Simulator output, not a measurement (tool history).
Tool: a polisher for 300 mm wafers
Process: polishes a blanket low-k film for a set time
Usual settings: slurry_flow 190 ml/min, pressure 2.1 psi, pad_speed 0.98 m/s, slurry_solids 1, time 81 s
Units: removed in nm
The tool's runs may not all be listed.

run,day,slurry_flow,pressure,pad_speed,slurry_solids,time,wafers since the last listed run,wafers polished on this pad,hours since the slurry nozzle was cleaned,hours since the head pressure was calibrated,hours since the slurry blender was calibrated,hours since the conditioning disc was replaced,"incoming thickness of the incoming film, nm",removed
1,0,190,2.1,1.1,1,81,0,863,463.8,1125.2,120.3,243.2,642.5,38.7
2,1.254,190,2.1,1.1,1,81,223,1086,493.9,1155.3,150.4,273.3,640.8,36.9
# day 1.65: worn pad replaced by a new one
# day 2.704: slurry blender recalibrated
3,4.129,190,2.1,1.1,1,81,467,426,562.9,1224.3,34.2,342.3,646.6,36.8
4,5.288,190,2.1,0.98,1,81,206,632,590.7,1252.1,62,370.1,646.5,34.2
5,6.529,190,2.1,0.98,1,81,221,853,620.5,1281.9,91.8,399.9,634.8,34.3
# day 7.65: worn pad replaced by a new one
6,7.671,190,2.1,0.98,1,81,173,3,647.9,1309.3,119.2,427.3,639.6,34
# day 7.892: conditioning disc replaced and pad reconditioned
# day 8.296: head pressure recalibrated
7,8.379,190,2.1,1.08,1,81,96,99,664.9,2,136.2,11.7,649.2,40.6
8,8.912,190,2.1,0.98,1,81,94,194,677.7,14.8,149,24.5,645.6,36.8
9,9.554,190,2.1,0.98,1,81,114,309,693.1,30.2,164.4,39.9,643.8,38
# day 9.85: slurry nozzle cleaned
10,10.304,190,1.9,0.98,1,63,126,435,10.9,48.2,182.4,57.9,634.2,26.8
11,10.842,190,1.9,0.98,1,63,95,530,23.8,61.1,195.3,70.8,631.4,26.8
# day 11.525: slurry blender recalibrated
12,11.546,190,2.1,0.82,1,81,110,641,40.7,78,0.5,87.7,643.7,32.5
13,12.946,220,2.1,0.98,0.75,81,249,890,74.3,111.6,34.1,121.3,647.5,32.4
14,13.588,190,2.1,0.82,1,81,114,1004,89.7,127,49.5,136.7,638.5,32.4
15,14.3,240,2.1,0.72,1,93,126,1131,106.8,144.1,66.6,153.8,644.8,34.7
# day 14.629: worn pad replaced by a new one
16,15.312,190,1.6,1.18,1,60,150,121,131.1,168.4,90.9,178.1,639.6,25.2
17,15.892,225,2.1,0.98,1,98,103,224,145,182.3,104.8,192,640.2,45.5
18,16.421,190,2.1,0.98,1,81,94,318,157.7,195,117.5,204.7,632.7,37.9
19,17.108,150,2.1,0.76,0.9,57,122,441,174.2,211.5,134,221.2,642.4,19.6
20,17.879,165,2.1,0.98,1,81,137,578,192.7,230,152.5,239.7,636.8,35.2
21,18.842,190,1.9,0.98,1,63,171,749,215.8,253.1,175.6,262.8,635.6,26.3
# day 19.079: slurry blender recalibrated
22,19.471,190,2.1,0.8,1,81,97,846,230.9,268.2,9.4,277.9,633.1,32.3
# day 20.438: worn pad replaced by a new one
23,20.729,190,2.1,0.98,1,81,194,51,261.1,298.4,39.6,308.1,648.2,36.6

What the log doesn't show, run by run:
removal rate lost through wear of the pad, %: 0 in every run
slurry flow missing at the pad, %: 0 in every run
abrasive missing from the slurry, %: 0 in every run
time polished since the conditioner stopped cutting, s: 0 in every run
H1: deviation of the head's pressure from its setpoint, %
run,H1
1,-10.9
2,-11.2
3,-11.9
4,-12.2
5,-12.5
6,-12.8
7,-0.936
8,-1.07
9,-1.23
10,-1.41
11,-1.54
12,-1.72
13,-2.06
14,-2.22
15,-2.4
16,-2.65
17,-2.79
18,-2.92
19,-3.09
20,-3.28
21,-3.52
22,-3.68
23,-3.99
